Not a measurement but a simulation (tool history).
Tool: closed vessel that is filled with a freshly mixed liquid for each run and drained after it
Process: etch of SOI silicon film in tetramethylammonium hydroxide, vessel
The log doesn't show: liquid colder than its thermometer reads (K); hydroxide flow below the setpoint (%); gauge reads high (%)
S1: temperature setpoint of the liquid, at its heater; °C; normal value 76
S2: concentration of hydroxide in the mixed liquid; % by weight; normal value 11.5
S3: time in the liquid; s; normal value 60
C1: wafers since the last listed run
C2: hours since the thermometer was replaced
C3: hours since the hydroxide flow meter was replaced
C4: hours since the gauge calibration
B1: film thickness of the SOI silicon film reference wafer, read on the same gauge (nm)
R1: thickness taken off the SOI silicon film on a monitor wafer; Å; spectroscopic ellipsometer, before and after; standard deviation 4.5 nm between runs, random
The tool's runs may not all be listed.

Run 1, hour 0: usual settings; C1 0; C2 230.7; C3 917.4; C4 136.5; B1 40.03. Result: R1 5251.3 Å.
Run 2, hour 97.2: usual settings; C1 11783; C2 327.9; C3 1014.6; C4 233.7; B1 40.02. Result: R1 5200.9 Å.
Run 3, hour 181.7: usual settings; C1 10244; C2 412.4; C3 1099.1; C4 318.2; B1 39.97. Result: R1 5233.9 Å.
Run 4, hour 287.8: usual settings but S1 79 °C; C1 12862; C2 518.5; C3 1205.2; C4 424.3; B1 40.04. Result: R1 6047.3 Å.
Run 5, hour 338: usual settings; C1 6085; C2 568.7; C3 1255.4; C4 474.5; B1 40.04. Result: R1 5137.9 Å.
Run 6, hour 404: usual settings; C1 8001; C2 634.7; C3 1321.4; C4 540.5; B1 40.02. Result: R1 5224.4 Å.
Run 7, hour 488.3: usual settings; C1 10219; C2 719; C3 1405.7; C4 624.8; B1 39.97. Result: R1 5115.2 Å.
Run 8, hour 552.4: usual settings but S3 70 s; C1 7771; C2 783.1; C3 1469.8; C4 688.9; B1 40.04. Result: R1 5952.8 Å.
Run 9, hour 617.9: usual settings but S3 70 s; C1 7940; C2 848.6; C3 1535.3; C4 754.4; B1 40.03. Result: R1 5873.3 Å.
Run 10, hour 668.1: usual settings but S3 70 s; C1 6085; C2 898.8; C3 1585.5; C4 804.6; B1 40.02. Result: R1 5920.9 Å.
Run 11, hour 724.5: usual settings but S2 10.5 % by weight, S3 80 s; C1 6837; C2 955.2; C3 1641.9; C4 861; B1 39.96. Result: R1 6945.2 Å.
Run 12, hour 788.7: usual settings but S2 10.5 % by weight, S3 80 s; C1 7783; C2 1019.4; C3 1706.1; C4 925.2; B1 39.97. Result: R1 6893.8 Å.
Run 13, hour 887: usual settings; C1 11917; C2 1117.7; C3 1804.4; C4 1023.5; B1 40.02. Result: R1 4977.5 Å.
Run 14, hour 1168.6: usual settings; C1 34139; C2 1399.3; C3 2086; C4 1305.1; B1 40.05. Result: R1 4879.2 Å.
At hour 1187.7: thermometer replaced.
Run 15, hour 1226.1: usual settings but S1 69.5 °C, S2 13 % by weight, S3 30 s; C1 6849; C2 38.4; C3 2143.5; C4 1362.6; B1 40.03. Result: R1 1734.2 Å.
Run 16, hour 1271.1: usual settings but S1 69.5 °C, S2 13 % by weight, S3 30 s; C1 5455; C2 83.4; C3 2188.5; C4 1407.6; B1 40.01. Result: R1 1753.6 Å.
Run 17, hour 1328.1: usual settings; C1 6910; C2 140.4; C3 2245.5; C4 1464.6; B1 40.03. Result: R1 5423.2 Å.
Run 18, hour 1433: usual settings but S1 78.5 °C, S2 9.5 % by weight, S3 45 s; C1 12717; C2 245.3; C3 2350.4; C4 1569.5; B1 40.03. Result: R1 4874.8 Å.
Run 19, hour 1477.8: usual settings but S3 70 s; C1 5431; C2 290.1; C3 2395.2; C4 1614.3; B1 40.04. Result: R1 6123.3 Å.
At hour 1639.7: gauge calibrated.
Run 20, hour 1713.4: usual settings but S1 69.5 °C, S2 9 % by weight, S3 50 s; C1 28562; C2 525.7; C3 2630.8; C4 73.7; B1 40.03. Result: R1 3294.9 Å.
At hour 1755.9: hydroxide flow meter replaced.
Run 21, hour 1757.3: usual settings but S1 79 °C, S3 40 s; C1 5200; C2 569.6; C3 1.4; C4 117.6; B1 40.01. Result: R1 4105.1 Å.
Run 22, hour 1844.4: usual settings; C1 10559; C2 656.7; C3 88.5; C4 204.7; B1 40.01. Result: R1 5191.9 Å.
Run 23, hour 1940.5: usual settings but S1 79 °C, S2 13 % by weight, S3 35 s; C1 11650; C2 752.8; C3 184.6; C4 300.8; B1 40.07. Result: R1 3427.9 Å.
Run 24, hour 2019.8: usual settings but S2 13 % by weight; C1 9613; C2 832.1; C3 263.9; C4 380.1; B1 40.01. Result: R1 4860.4 Å.
Run 25, hour 2093.6: usual settings but S1 83.5 °C, S2 13.5 % by weight, S3 30 s; C1 8946; C2 905.9; C3 337.7; C4 453.9; B1 39.97. Result: R1 3658.6 Å.
Run 26, hour 2199.4: usual settings but S2 8.5 % by weight; C1 12826; C2 1011.7; C3 443.5; C4 559.7; B1 40.02. Result: R1 5731.3 Å.
Run 27, hour 2256: usual settings; C1 6861; C2 1068.3; C3 500.1; C4 616.3; B1 40.05. Result: R1 5055.7 Å.
Run 28, hour 2329.7: usual settings but S3 45 s; C1 8934; C2 1142; C3 573.8; C4 690; B1 39.99. Result: R1 3842.6 Å.
Run 29, hour 2400: usual settings but S1 73.5 °C; C1 8522; C2 1212.3; C3 644.1; C4 760.3; B1 39.99. Result: R1 4348.9 Å.

Here are 5 independent what-if runs from the current tool condition. What would each one return?
Run A, hour 2400.7: usual settings but S1 84 °C; C1 84; C2 1213; C3 644.8; C4 761; B1 ?. Result: R1 ?.
Run B, hour 2400.7: usual settings but S1 79.5 °C, S3 80 s; C1 84; C2 1213; C3 644.8; C4 761; B1 ?. Result: R1 ?.
Run C, hour 2400.7: usual settings but S1 79 °C, S2 12.5 % by weight, S3 90 s; C1 84; C2 1213; C3 644.8; C4 761; B1 ?. Result: R1 ?.
Run D, hour 2400.7: usual settings but S2 12.5 % by weight; C1 84; C2 1213; C3 644.8; C4 761; B1 ?. Result: R1 ?.
Run E, hour 2400.7: usual settings but S1 81.5 °C, S2 8.5 % by weight; C1 84; C2 1213; C3 644.8; C4 761; B1 ?. Result: R1 ?.

run     B1      R1
  A  40.04  7865.9
  B  40.04  8178.6
  C  40.04  8648.9
  D  40.04  4865.2
  E  40.04  7653.5
Without the tool's unlogged condition, the same runs would have read:
run      R1
  A  8410.1
  B  8759.4
  C    9265
  D    5218
  E  8190.6
